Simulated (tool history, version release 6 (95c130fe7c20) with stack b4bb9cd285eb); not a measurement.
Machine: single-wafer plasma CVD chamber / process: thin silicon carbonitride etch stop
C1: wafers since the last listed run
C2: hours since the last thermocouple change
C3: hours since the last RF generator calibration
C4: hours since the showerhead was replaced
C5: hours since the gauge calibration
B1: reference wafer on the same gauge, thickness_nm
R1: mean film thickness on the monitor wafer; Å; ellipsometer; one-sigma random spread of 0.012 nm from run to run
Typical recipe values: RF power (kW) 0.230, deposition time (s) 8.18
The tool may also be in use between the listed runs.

Run 1, hour 0.0: usual settings; C1 0; C2 2374.1; C3 1983.7; C4 3542.7; C5 92.5; B1 5.042. Result: R1 48.13 Å.
Run 2, hour 12.7: usual settings; C1 419; C2 2386.8; C3 1996.4; C4 3555.4; C5 105.2; B1 5.041. Result: R1 48.07 Å.
Run 3, hour 28.3: usual settings but RF power (kW) 0.240, deposition time (s) 9.13; C1 515; C2 2402.4; C3 2012.0; C4 3571.0; C5 120.8; B1 5.041. Result: R1 54.61 Å.
Run 4, hour 37.2: usual settings but RF power (kW) 0.240, deposition time (s) 9.13; C1 294; C2 2411.3; C3 2020.9; C4 3579.9; C5 129.7; B1 5.036. Result: R1 54.60 Å.
Run 5, hour 44.2: usual settings; C1 231; C2 2418.3; C3 2027.9; C4 3586.9; C5 136.7; B1 5.041. Result: R1 48.29 Å.
Run 6, hour 52.3: usual settings; C1 267; C2 2426.4; C3 2036.0; C4 3595.0; C5 144.8; B1 5.039. Result: R1 48.04 Å.
Run 7, hour 67.7: usual settings but deposition time (s) 7.11; C1 509; C2 2441.8; C3 2051.4; C4 3610.4; C5 160.2; B1 5.041. Result: R1 41.97 Å.
Run 8, hour 79.5: usual settings but deposition time (s) 7.11; C1 390; C2 2453.6; C3 2063.2; C4 3622.2; C5 172.0; B1 5.039. Result: R1 41.86 Å.
Run 9, hour 92.1: usual settings; C1 416; C2 2466.2; C3 2075.8; C4 3634.8; C5 184.6; B1 5.038. Result: R1 48.16 Å.
At hour 113.9: RF generator calibrated.
Run 10, hour 118.3: usual settings but deposition time (s) 8.72; C1 601; C2 2492.4; C3 4.4; C4 3661.0; C5 210.8; B1 5.040. Result: R1 51.46 Å.
Run 11, hour 125.0: usual settings but RF power (kW) 0.255, deposition time (s) 7.72; C1 221; C2 2499.1; C3 11.1; C4 3667.7; C5 217.5; B1 5.040. Result: R1 47.51 Å.
Run 12, hour 138.6: usual settings but deposition time (s) 8.83; C1 449; C2 2512.7; C3 24.7; C4 3681.3; C5 231.1; B1 5.044. Result: R1 51.87 Å.
Run 13, hour 156.1: usual settings but deposition time (s) 8.83; C1 578; C2 2530.2; C3 42.2; C4 3698.8; C5 248.6; B1 5.038. Result: R1 52.10 Å.
Run 14, hour 168.1: usual settings but deposition time (s) 8.80; C1 396; C2 2542.2; C3 54.2; C4 3710.8; C5 260.6; B1 5.041. Result: R1 51.73 Å.
Run 15, hour 181.4: usual settings but deposition time (s) 9.47; C1 439; C2 2555.5; C3 67.5; C4 3724.1; C5 273.9; B1 5.041. Result: R1 55.69 Å.
At hour 191.6: thermocouple changed; heater temperature recalibrated.
Run 16, hour 192.1: usual settings; C1 89; C2 0.5; C3 78.2; C4 3734.8; C5 284.6; B1 5.041. Result: R1 47.91 Å.
Run 17, hour 197.7: usual settings; C1 185; C2 6.1; C3 83.8; C4 3740.4; C5 290.2; B1 5.040. Result: R1 48.02 Å.
At hour 201.6: gauge calibrated.
At hour 220.1: showerhead replaced.
Run 18, hour 220.6: usual settings but RF power (kW) 0.190, deposition time (s) 7.26; C1 492; C2 29.0; C3 106.7; C4 0.5; C5 19.0; B1 5.040. Result: R1 39.57 Å.
Run 19, hour 223.1: usual settings; C1 82; C2 31.5; C3 109.2; C4 3.0; C5 21.5; B1 5.040. Result: R1 48.13 Å.

The next listed run, before its measurement:
Run 20, hour 234.0: usual settings but RF power (kW) 0.240; C1 360; C2 42.4; C3 120.1; C4 13.9; C5 32.4; B1 ?. Result: R1 ?.

B1: 5.039
R1: 48.81 Å
With the hidden condition absent and the run-to-run variation left alone, this run would have shown R1 48.81 Å.
